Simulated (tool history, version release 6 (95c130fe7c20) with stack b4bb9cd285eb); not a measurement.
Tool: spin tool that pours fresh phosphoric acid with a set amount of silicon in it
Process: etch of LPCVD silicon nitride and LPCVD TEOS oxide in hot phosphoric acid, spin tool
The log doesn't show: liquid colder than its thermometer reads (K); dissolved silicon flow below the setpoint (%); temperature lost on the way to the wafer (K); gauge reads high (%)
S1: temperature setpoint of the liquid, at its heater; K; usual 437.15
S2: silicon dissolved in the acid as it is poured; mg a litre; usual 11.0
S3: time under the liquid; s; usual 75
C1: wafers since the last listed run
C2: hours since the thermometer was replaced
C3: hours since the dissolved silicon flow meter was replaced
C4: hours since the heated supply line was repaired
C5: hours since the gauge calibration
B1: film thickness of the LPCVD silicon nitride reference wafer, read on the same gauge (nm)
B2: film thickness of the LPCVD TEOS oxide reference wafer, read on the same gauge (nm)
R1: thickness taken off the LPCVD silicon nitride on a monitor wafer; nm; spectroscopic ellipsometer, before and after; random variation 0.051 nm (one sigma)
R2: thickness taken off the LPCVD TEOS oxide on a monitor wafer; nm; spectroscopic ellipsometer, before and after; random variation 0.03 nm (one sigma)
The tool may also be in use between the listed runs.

| run | hour | S1 | S2 | S3 | C1 | C2 | C3 | C4 | C5 | B1 | B2 | R1 | R2 |
|---|---|---|---|---|---|---|---|---|---|---|---|---|---|
| 1 | 0.0 | 436.15 | 3.0 | 65 | 0 | 1332.3 | 1122.3 | 165.5 | 403.0 | 120.02 | 99.978 | 5.79 | 0.204 |
| 2 | 12.3 | 438.65 | 11.0 | 35 | 113 | 1344.6 | 1134.6 | 177.8 | 415.3 | 120.01 | 99.981 | 3.36 | 0.103 |
| 3 | 25.5 | 435.15 | 6.5 | 100 | 121 | 1357.8 | 1147.8 | 191.0 | 428.5 | 119.99 | 99.996 | 8.63 | 0.259 |
| 4 | 35.8 | 434.65 | 11.0 | 45 | 94 | 1368.1 | 1158.1 | 201.3 | 438.8 | 119.99 | 99.997 | 3.78 | 0.118 |
| 5 | 43.6 | 440.15 | 8.0 | 105 | 71 | 1375.9 | 1165.9 | 209.1 | 446.6 | 120.03 | 100.029 | 10.54 | 0.352 |
| 6 | 55.2 | 437.15 | 11.0 | 45 | 106 | 1387.5 | 1177.5 | 220.7 | 458.2 | 120.02 | 100.008 | 4.06 | 0.111 |
| 7 | 70.9 | 436.15 | 14.5 | 75 | 144 | 1403.2 | 1193.2 | 236.4 | 473.9 | 120.01 | 99.997 | 6.65 | 0.194 |
| 8 | 82.4 | 436.15 | 19.5 | 40 | 106 | 1414.7 | 1204.7 | 247.9 | 485.4 | 120.03 | 100.047 | 3.48 | 0.081 |
| 9 | 91.4 | 437.15 | 11.0 | 75 | 82 | 1423.7 | 1213.7 | 256.9 | 494.4 | 120.02 | 99.998 | 6.83 | 0.217 |
|  | 96.9 | gauge calibrated |
|  | 99.2 | thermometer replaced |
| 10 | 106.2 | 434.15 | 19.5 | 40 | 127 | 7.0 | 1228.5 | 271.7 | 9.3 | 120.05 | 100.054 | 3.65 | 0.081 |
| 11 | 115.4 | 437.15 | 11.0 | 75 | 84 | 16.2 | 1237.7 | 280.9 | 18.5 | 120.02 | 100.015 | 7.48 | 0.328 |
| 12 | 128.4 | 437.15 | 13.5 | 60 | 119 | 29.2 | 1250.7 | 293.9 | 31.5 | 120.05 | 100.008 | 5.92 | 0.238 |
|  | 139.5 | dissolved silicon flow meter replaced |
| 13 | 140.6 | 435.15 | 11.0 | 75 | 103 | 41.4 | 1.1 | 306.1 | 43.7 | 119.97 | 99.989 | 7.01 | 0.186 |
| 14 | 151.0 | 439.65 | 11.0 | 75 | 95 | 51.8 | 11.5 | 316.5 | 54.1 | 120.01 | 99.933 | 8.06 | 0.355 |
| 15 | 170.5 | 437.15 | 11.0 | 75 | 179 | 71.3 | 31.0 | 336.0 | 73.6 | 120.04 | 99.988 | 7.44 | 0.245 |
| 16 | 188.0 | 434.15 | 11.0 | 75 | 161 | 88.8 | 48.5 | 353.5 | 91.1 | 119.97 | 100.011 | 6.69 | 0.231 |
| 17 | 198.5 | 437.15 | 11.0 | 35 | 96 | 99.3 | 59.0 | 364.0 | 101.6 | 120.00 | 100.011 | 3.42 | 0.135 |
| 18 | 214.5 | 437.15 | 11.0 | 75 | 147 | 115.3 | 75.0 | 380.0 | 117.6 | 120.02 | 100.029 | 7.42 | 0.285 |
| 19 | 229.7 | 437.15 | 18.5 | 90 | 140 | 130.5 | 90.2 | 395.2 | 132.8 | 119.99 | 100.027 | 8.74 | 0.289 |
| 20 | 261.0 | 437.15 | 11.0 | 75 | 288 | 161.8 | 121.5 | 426.5 | 164.1 | 119.98 | 100.019 | 7.30 | 0.270 |
| 21 | 275.0 | 437.15 | 14.0 | 75 | 129 | 175.8 | 135.5 | 440.5 | 178.1 | 120.02 | 99.989 | 7.35 | 0.226 |

Forecast each of these 5 alternatives for the next run:
| A | 275.4 | 437.15 | 11.0 | 75 | 3 | 176.2 | 135.9 | 440.9 | 178.5 | ? | ? | ? | ? |
| B | 275.4 | 437.15 | 3.5 | 105 | 3 | 176.2 | 135.9 | 440.9 | 178.5 | ? | ? | ? | ? |
| C | 275.4 | 438.15 | 5.0 | 55 | 3 | 176.2 | 135.9 | 440.9 | 178.5 | ? | ? | ? | ? |
| D | 275.4 | 435.65 | 7.5 | 60 | 3 | 176.2 | 135.9 | 440.9 | 178.5 | ? | ? | ? | ? |
| E | 275.4 | 438.15 | 11.0 | 45 | 3 | 176.2 | 135.9 | 440.9 | 178.5 | ? | ? | ? | ? |

| run | B1 | B2 | R1 | R2 |
|---|---|---|---|---|
| A | 120.03 | 99.988 | 7.28 | 0.266 |
| B | 120.03 | 99.988 | 10.19 | 0.436 |
| C | 120.03 | 99.988 | 5.52 | 0.238 |
| D | 120.03 | 99.988 | 5.54 | 0.206 |
| E | 120.03 | 99.988 | 4.52 | 0.172 |
Without the tool's hidden state the same runs would have given:
| run | R1 | R2 |
|---|---|---|
| A | 7.79 | 0.309 |
| B | 10.90 | 0.506 |
| C | 5.90 | 0.276 |
| D | 5.93 | 0.239 |
| E | 4.83 | 0.199 |
